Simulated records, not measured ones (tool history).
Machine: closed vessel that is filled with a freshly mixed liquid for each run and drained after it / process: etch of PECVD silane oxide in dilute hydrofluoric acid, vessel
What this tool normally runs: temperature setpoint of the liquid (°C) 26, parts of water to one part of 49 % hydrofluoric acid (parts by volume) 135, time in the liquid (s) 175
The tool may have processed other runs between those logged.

run    hour  temperature setpoint of the liquid (°C)  parts of water to one part of 49 % hydrofluoric acid (parts by volume)  time in the liquid (s)  read-back film thickness of the PECVD silane oxide reference wafer, read on the same gauge (nm)  thickness taken off the PECVD silane oxide on a monitor wafer (angstrom)
  1       0                                       26                                                                     135                     260                                                                                            112.5                                                                     870.8
  2    38.3                                       26                                                                     135                     260                                                                                            112.5                                                                     883.4
  3    84.3                                       26                                                                     135                     260                                                                                           112.46                                                                     882.9
  4   173.3                                       26                                                                     175                     175                                                                                            112.5                                                                     433.4
  5   245.6                                       26                                                                     160                     175                                                                                            112.5                                                                     478.9
  6   345.2                                       26                                                                     135                     175                                                                                           112.54                                                                     592.7
  7   426.5                                       26                                                                     135                     175                                                                                           112.55                                                                     592.8
  8   503.7                                       26                                                                     135                     175                                                                                           112.55                                                                     594.9
      544.3  -- thermometer replaced
  9   602.8                                       26                                                                     135                     175                                                                                           112.55                                                                     588.8
 10   665.3                                       26                                                                     135                     175                                                                                           112.56                                                                     592.9
 11   726.8                                       29                                                                     135                     225                                                                                           112.57                                                                     853.3
 12   807.6                                       26                                                                     135                     175                                                                                           112.54                                                                     591.9
      892.1  -- gauge calibrated
 13   893.6                                     22.5                                                                     165                     175                                                                                           110.08                                                                     402.2
 14   950.1                                       26                                                                     135                     275                                                                                           110.19                                                                     902.2
 15  1021.5                                       26                                                                     135                     175                                                                                           110.33                                                                     577.7
 16  1069.5                                       26                                                                     135                     175                                                                                           110.41                                                                       577
 17  1149.7                                     24.5                                                                      80                     135                                                                                           110.54                                                                     761.4
 18  1209.5                                       26                                                                     135                     175                                                                                           110.67                                                                       583
 19  1290.6                                     30.5                                                                     135                      80                                                                                           110.76                                                                     313.9
 20  1351.4                                       28                                                                     115                     175                                                                                           110.86                                                                     760.7
 21  1430.7                                       26                                                                     135                     175                                                                                           110.98                                                                     587.1
 22  1493.6                                       24                                                                     135                     175                                                                                           111.05                                                                     536.5
     1524.3  -- hydrofluoric acid flow meter replaced
 23  1553.4                                     28.5                                                                     135                      75                                                                                           111.13                                                                     274.1
 24    1628                                       26                                                                     135                     175                                                                                           111.21                                                                     583.1
 25    1730                                       26                                                                     135                     175                                                                                           111.33                                                                     580.1
 26  1821.2                                       26                                                                     135                     175                                                                                           111.43                                                                     589.1
 27  1888.5                                       26                                                                      90                     100                                                                                           111.48                                                                     532.4
 28  1959.8                                     27.5                                                                     135                     140                                                                                           111.57                                                                     491.4
 29  2043.3                                       26                                                                      70                     175                                                                                           111.63                                                                    1232.5
 30  2089.5                                       26                                                                      80                     175                                                                                           111.66                                                                    1065.1
 31  2141.3                                       26                                                                     135                     175                                                                                           111.72                                                                     586.6
 32  2208.3                                       26                                                                     135                      95                                                                                           111.76                                                                     319.1

Selected run-to-run steps in thickness taken off the PECVD silane oxide on a monitor wafer (angstrom), each split into two signed amounts: the part the tool would show with no hidden state at all (from settings, incoming material and random variation), and the remainder, which goes to the hidden state together with any gauge scatter not common to the measured and the hidden-state-free results:
Hidden state present: liquid hotter than its thermometer reads (K); hydrofluoric acid flow above the setpoint (%); gauge reads high (%).
Run 3 -> 4: parts of water to one part of 49 % hydrofluoric acid (parts by volume) 135 -> 175, time in the liquid (s) 260 -> 175. thickness taken off the PECVD silane oxide on a monitor wafer (angstrom) -449.5: hidden state -10, all else -439.5.
Run 12 -> 13: temperature setpoint of the liquid (°C) 26 -> 22.5, parts of water to one part of 49 % hydrofluoric acid (parts by volume) 135 -> 165, gauge calibrated. thickness taken off the PECVD silane oxide on a monitor wafer (angstrom) -189.7: hidden state -13.3, all else -176.4.
Run 13 -> 14: temperature setpoint of the liquid (°C) 22.5 -> 26, parts of water to one part of 49 % hydrofluoric acid (parts by volume) 165 -> 135, time in the liquid (s) 175 -> 275. thickness taken off the PECVD silane oxide on a monitor wafer (angstrom) +500: hidden state +1.2, all else +498.8.
Run 28 -> 29: temperature setpoint of the liquid (°C) 27.5 -> 26, parts of water to one part of 49 % hydrofluoric acid (parts by volume) 135 -> 70, time in the liquid (s) 140 -> 175. thickness taken off the PECVD silane oxide on a monitor wafer (angstrom) +741.1: hidden state +11.1, all else +730.
Run 30 -> 31: parts of water to one part of 49 % hydrofluoric acid (parts by volume) 80 -> 135. thickness taken off the PECVD silane oxide on a monitor wafer (angstrom) -478.5: hidden state -7, all else -471.5.
